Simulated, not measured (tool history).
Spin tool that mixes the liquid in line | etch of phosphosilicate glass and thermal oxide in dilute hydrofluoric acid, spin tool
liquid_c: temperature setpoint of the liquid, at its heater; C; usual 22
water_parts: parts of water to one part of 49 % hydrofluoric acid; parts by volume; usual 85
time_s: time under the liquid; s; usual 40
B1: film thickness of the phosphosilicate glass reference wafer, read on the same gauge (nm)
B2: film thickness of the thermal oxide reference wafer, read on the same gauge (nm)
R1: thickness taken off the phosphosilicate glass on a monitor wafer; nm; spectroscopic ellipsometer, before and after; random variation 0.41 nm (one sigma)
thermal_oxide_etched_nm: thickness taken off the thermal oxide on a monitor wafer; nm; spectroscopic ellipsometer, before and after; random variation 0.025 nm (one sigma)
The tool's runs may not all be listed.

Run 1, hour 0: usual settings but water_parts 75 parts by volume; B1 109.94; B2 150.002. Result: R1 75.4 nm, thermal_oxide_etched_nm 2.727 nm.
Run 2, hour 44.1: usual settings but water_parts 75 parts by volume; B1 109.98; B2 149.992. Result: R1 75.82 nm, thermal_oxide_etched_nm 2.696 nm.
Run 3, hour 100.4: usual settings but water_parts 95 parts by volume; B1 109.98; B2 149.991. Result: R1 59.35 nm, thermal_oxide_etched_nm 2.071 nm.
Run 4, hour 152.8: usual settings but liquid_c 20 C, water_parts 70 parts by volume; B1 109.99; B2 149.993. Result: R1 77.07 nm, thermal_oxide_etched_nm 2.683 nm.
Run 5, hour 265.9: usual settings but liquid_c 20 C, water_parts 70 parts by volume; B1 109.99; B2 149.999. Result: R1 77.63 nm, thermal_oxide_etched_nm 2.709 nm.
Run 6, hour 334.4: usual settings; B1 110.04; B2 150. Result: R1 67.95 nm, thermal_oxide_etched_nm 2.417 nm.
Run 7, hour 365.5: usual settings; B1 110.04; B2 149.993. Result: R1 68.77 nm, thermal_oxide_etched_nm 2.472 nm.
Run 8, hour 426.6: usual settings but liquid_c 23 C, time_s 60 s; B1 109.99; B2 149.978. Result: R1 106.66 nm, thermal_oxide_etched_nm 3.851 nm.
At hour 427.8: thermometer replaced.
At hour 432.5: hydrofluoric acid flow meter replaced.
Run 9, hour 461.5: usual settings but liquid_c 23 C, time_s 60 s; B1 109.95; B2 150.006. Result: R1 94.93 nm, thermal_oxide_etched_nm 3.332 nm.
Run 10, hour 488.9: usual settings but liquid_c 23 C, time_s 60 s; B1 110.03; B2 149.981. Result: R1 95.67 nm, thermal_oxide_etched_nm 3.302 nm.
Run 11, hour 544.1: usual settings but liquid_c 24.5 C, water_parts 50 parts by volume, time_s 65 s; B1 109.98; B2 149.996. Result: R1 194.43 nm, thermal_oxide_etched_nm 6.935 nm.
Run 12, hour 614.1: usual settings but liquid_c 26.5 C, water_parts 60 parts by volume, time_s 20 s; B1 110.01; B2 150.006. Result: R1 54.04 nm, thermal_oxide_etched_nm 1.893 nm.
At hour 665.2: gauge calibrated.
Run 13, hour 668: usual settings but water_parts 100 parts by volume, time_s 30 s; B1 110; B2 150.014. Result: R1 38.7 nm, thermal_oxide_etched_nm 1.336 nm.
Run 14, hour 717.6: usual settings but liquid_c 18.5 C; B1 109.99; B2 149.983. Result: R1 54.67 nm, thermal_oxide_etched_nm 1.923 nm.
Run 15, hour 745.1: usual settings but water_parts 100 parts by volume, time_s 30 s; B1 109.98; B2 149.986. Result: R1 39.45 nm, thermal_oxide_etched_nm 1.367 nm.
Run 16, hour 813.9: usual settings but time_s 30 s; B1 110.02; B2 150.007. Result: R1 47.25 nm, thermal_oxide_etched_nm 1.714 nm.
Run 17, hour 863.2: usual settings but liquid_c 17.5 C, time_s 25 s; B1 109.96; B2 150.006. Result: R1 32.86 nm, thermal_oxide_etched_nm 1.176 nm.
Run 18, hour 902.8: usual settings; B1 110.01; B2 149.997. Result: R1 63.29 nm, thermal_oxide_etched_nm 2.224 nm.
Run 19, hour 998.8: usual settings but time_s 60 s; B1 109.99; B2 149.997. Result: R1 96.15 nm, thermal_oxide_etched_nm 3.386 nm.
Run 20, hour 1030.3: usual settings but liquid_c 20.5 C, water_parts 70 parts by volume, time_s 55 s; B1 110.02; B2 149.98. Result: R1 104.72 nm, thermal_oxide_etched_nm 3.581 nm.

Forecast each of these 4 alternatives for the next run:
Run A, hour 1030.7: usual settings; B1 ?; B2 ?. Result: R1 ?, thermal_oxide_etched_nm ?.
Run B, hour 1030.7: usual settings but water_parts 115 parts by volume, time_s 45 s; B1 ?; B2 ?. Result: R1 ?, thermal_oxide_etched_nm ?.
Run C, hour 1030.7: usual settings but water_parts 70 parts by volume; B1 ?; B2 ?. Result: R1 ?, thermal_oxide_etched_nm ?.
Run D, hour 1030.7: usual settings but liquid_c 24 C, water_parts 110 parts by volume, time_s 25 s; B1 ?; B2 ?. Result: R1 ?, thermal_oxide_etched_nm ?.

run      B1       B2     R1  thermal_oxide_etched_nm
  A  110.03  149.981  64.85                    2.274
  B  110.03  149.981  52.09                    1.827
  C  110.03  149.981  80.16                    2.812
  D  110.03  149.981  32.92                    1.155
Without the tool's hidden state the same runs would have given:
run     R1  thermal_oxide_etched_nm
  A  58.77                    2.061
  B  47.18                    1.655
  C  72.67                    2.549
  D  29.84                    1.046
